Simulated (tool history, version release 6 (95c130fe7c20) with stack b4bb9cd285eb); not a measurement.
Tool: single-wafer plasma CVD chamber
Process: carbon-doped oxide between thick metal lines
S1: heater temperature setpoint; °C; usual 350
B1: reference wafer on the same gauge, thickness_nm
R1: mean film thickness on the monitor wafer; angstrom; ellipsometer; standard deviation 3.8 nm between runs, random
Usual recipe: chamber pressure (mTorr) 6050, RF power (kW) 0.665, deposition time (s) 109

run 1 hour=0.0 | S1=350 chamber_pressure_(mTorr)=6050 RF_power_(kW)=0.665 deposition_time_(s)=109 | B1=615.829 | R1=6483.83
run 2 hour=60.6 | S1=350 chamber_pressure_(mTorr)=6050 RF_power_(kW)=0.665 deposition_time_(s)=109 | B1=616.391 | R1=6482.55
run 3 hour=120.1 | S1=350 chamber_pressure_(mTorr)=6050 RF_power_(kW)=0.665 deposition_time_(s)=109 | B1=615.740 | R1=6499.80
run 4 hour=217.5 | S1=350 chamber_pressure_(mTorr)=6050 RF_power_(kW)=0.665 deposition_time_(s)=109 | B1=616.502 | R1=6474.33
run 5 hour=266.2 | S1=350 chamber_pressure_(mTorr)=4690 RF_power_(kW)=0.615 deposition_time_(s)=96 | B1=615.861 | R1=5205.03
run 6 hour=371.6 | S1=350 chamber_pressure_(mTorr)=6050 RF_power_(kW)=0.665 deposition_time_(s)=96 | B1=615.658 | R1=5712.17
-- hour=410.2 RF generator calibrated
run 7 hour=424.8 | S1=350 chamber_pressure_(mTorr)=6050 RF_power_(kW)=0.665 deposition_time_(s)=109 | B1=616.069 | R1=6797.04
-- hour=465.7 gauge calibrated
run 8 hour=472.0 | S1=360 chamber_pressure_(mTorr)=6050 RF_power_(kW)=0.535 deposition_time_(s)=92 | B1=616.390 | R1=4644.68
-- hour=508.7 showerhead replaced
run 9 hour=559.5 | S1=350 chamber_pressure_(mTorr)=6050 RF_power_(kW)=0.665 deposition_time_(s)=109 | B1=615.591 | R1=6755.14
run 10 hour=633.1 | S1=355 chamber_pressure_(mTorr)=7040 RF_power_(kW)=0.665 deposition_time_(s)=92 | B1=616.234 | R1=5652.53
run 11 hour=699.3 | S1=345 chamber_pressure_(mTorr)=6050 RF_power_(kW)=0.665 deposition_time_(s)=127 | B1=616.426 | R1=7935.21
run 12 hour=924.6 | S1=350 chamber_pressure_(mTorr)=7280 RF_power_(kW)=0.665 deposition_time_(s)=109 | B1=615.824 | R1=6765.47
run 13 hour=1032.1 | S1=350 chamber_pressure_(mTorr)=6050 RF_power_(kW)=0.665 deposition_time_(s)=109 | B1=616.574 | R1=6681.76
run 14 hour=1083.9 | S1=350 chamber_pressure_(mTorr)=6520 RF_power_(kW)=0.665 deposition_time_(s)=128 | B1=616.056 | R1=7843.15
-- hour=1173.0 capacitance manometer re-zeroed and calibrated
run 15 hour=1185.2 | S1=350 chamber_pressure_(mTorr)=6050 RF_power_(kW)=0.665 deposition_time_(s)=109 | B1=616.271 | R1=6621.99
-- hour=1261.9 thermocouple changed; heater temperature recalibrated
run 16 hour=1290.4 | S1=350 chamber_pressure_(mTorr)=6050 RF_power_(kW)=0.665 deposition_time_(s)=109 | B1=615.936 | R1=6519.13
run 17 hour=1392.3 | S1=350 chamber_pressure_(mTorr)=6050 RF_power_(kW)=0.665 deposition_time_(s)=124 | B1=615.683 | R1=7368.89
run 18 hour=1689.6 | S1=350 chamber_pressure_(mTorr)=6050 RF_power_(kW)=0.665 deposition_time_(s)=109 | B1=616.206 | R1=6443.69
-- hour=1741.4 RF generator calibrated
run 19 hour=1755.6 | S1=339 chamber_pressure_(mTorr)=6050 RF_power_(kW)=0.665 deposition_time_(s)=109 | B1=615.831 | R1=7116.41
run 20 hour=1987.0 | S1=337 chamber_pressure_(mTorr)=6750 RF_power_(kW)=0.610 deposition_time_(s)=127 | B1=616.221 | R1=7792.06
run 21 hour=2079.7 | S1=350 chamber_pressure_(mTorr)=4790 RF_power_(kW)=0.665 deposition_time_(s)=109 | B1=615.717 | R1=6599.31
run 22 hour=2168.2 | S1=350 chamber_pressure_(mTorr)=6050 RF_power_(kW)=0.665 deposition_time_(s)=109 | B1=616.465 | R1=6724.88
run 23 hour=2268.2 | S1=350 chamber_pressure_(mTorr)=6050 RF_power_(kW)=0.665 deposition_time_(s)=109 | B1=616.280 | R1=6697.41
run 24 hour=2359.7 | S1=362 chamber_pressure_(mTorr)=6050 RF_power_(kW)=0.605 deposition_time_(s)=116 | B1=615.831 | R1=6417.89
run 25 hour=2431.7 | S1=350 chamber_pressure_(mTorr)=6050 RF_power_(kW)=0.545 deposition_time_(s)=109 | B1=616.097 | R1=5643.96
run 26 hour=2514.7 | S1=350 chamber_pressure_(mTorr)=6050 RF_power_(kW)=0.715 deposition_time_(s)=122 | B1=615.924 | R1=7798.97
run 27 hour=2573.3 | S1=350 chamber_pressure_(mTorr)=6050 RF_power_(kW)=0.665 deposition_time_(s)=109 | B1=615.836 | R1=6552.35
run 28 hour=2667.9 | S1=354 chamber_pressure_(mTorr)=6050 RF_power_(kW)=0.590 deposition_time_(s)=121 | B1=615.957 | R1=6538.43

What was the tool's hidden state at every run in the log?
wafer temperature above the value expected at the setpoint (K): 0 at every run
true pressure above the setpoint (%): 0 at every run
gauge reads high (%): 0 at every run
H1: delivered RF power above the setpoint (%)
run=1 H1=-6.87
run=2 H1=-7.23
run=3 H1=-7.59
run=4 H1=-8.18
run=5 H1=-8.47
run=6 H1=-9.11
run=7 H1=-1.35
run=8 H1=-1.63
run=9 H1=-2.16
run=10 H1=-2.6
run=11 H1=-3
run=12 H1=-4.36
run=13 H1=-5
run=14 H1=-5.32
run=15 H1=-5.92
run=16 H1=-6.56
run=17 H1=-7.17
run=18 H1=-8.96
run=19 H1=-0.394
run=20 H1=-1.79
run=21 H1=-2.34
run=22 H1=-2.88
run=23 H1=-3.48
run=24 H1=-4.03
run=25 H1=-4.46
run=26 H1=-4.96
run=27 H1=-5.31
run=28 H1=-5.88
